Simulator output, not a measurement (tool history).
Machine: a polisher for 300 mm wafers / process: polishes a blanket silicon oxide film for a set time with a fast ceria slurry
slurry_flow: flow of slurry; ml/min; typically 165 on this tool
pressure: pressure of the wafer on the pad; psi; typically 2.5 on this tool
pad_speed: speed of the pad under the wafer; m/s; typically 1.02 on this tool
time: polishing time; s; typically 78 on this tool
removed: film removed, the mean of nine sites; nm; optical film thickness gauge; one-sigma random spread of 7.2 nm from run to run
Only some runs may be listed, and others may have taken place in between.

run,hour,slurry_flow,pressure,pad_speed,time,"incoming thickness of the incoming film, nm",removed
1,0,165,2.8,1.02,78,3210.2,1224.7
2,90.5,165,2.5,1.02,78,3190.2,1078.2
# hour 108.3: slurry nozzle cleaned
3,130.4,165,2.5,1.02,78,3245.4,1060.3
4,187,165,2.5,1.02,78,3247.7,1043
# hour 201.8: worn pad replaced by a new one
5,229.1,165,2.5,1.02,78,3233.4,1101.2
6,269.6,165,2,1.02,78,3217.6,866.2
7,318.9,165,2.5,1.02,96,3191.4,1330.2
8,407.5,165,2.5,1.02,78,3179,1049.1
# hour 445.4: worn pad replaced by a new one
9,479.4,165,2.2,1.02,92,3276.5,1135.3
# hour 515: head pressure recalibrated
10,563.9,165,2.5,1.26,102,3235.2,1705.1
11,612.4,165,2.5,1.02,78,3165.7,1079.1
# hour 651.8: worn pad replaced by a new one
12,668.9,130,2.5,1.36,61,3235.8,1044
13,769.1,190,1.9,1.14,88,3279,1045.5
14,814.2,165,2.5,1.02,78,3259.2,1066
# hour 836.4: worn pad replaced by a new one
# hour 836.7: slurry nozzle cleaned
15,877.9,165,2.5,1.02,52,3210.9,735.2
16,977.3,200,2.5,0.72,104,3218.5,1133.4
# hour 1020.2: worn pad replaced by a new one
17,1065.9,165,2.9,1.02,78,3238.3,1258.5

Some steps in removed between neighbouring runs. How much of each would the tool show without its hidden state too (settings, what came in, random variation), and how much is left for the hidden state, with any gauge scatter that isn't in both results?
Hidden state at play: removal rate lost through wear of the pad, %; slurry flow missing at the pad, %; deviation of the head's pressure from its setpoint, %.
Run 4 -> 5: worn pad replaced by a new one. removed +58.2 nm: hidden state +55.5, all else +2.7.
Run 10 -> 11: pad_speed 1.26 -> 1.02, time 102 -> 78. removed -626 nm: hidden state -7.2, all else -618.8.
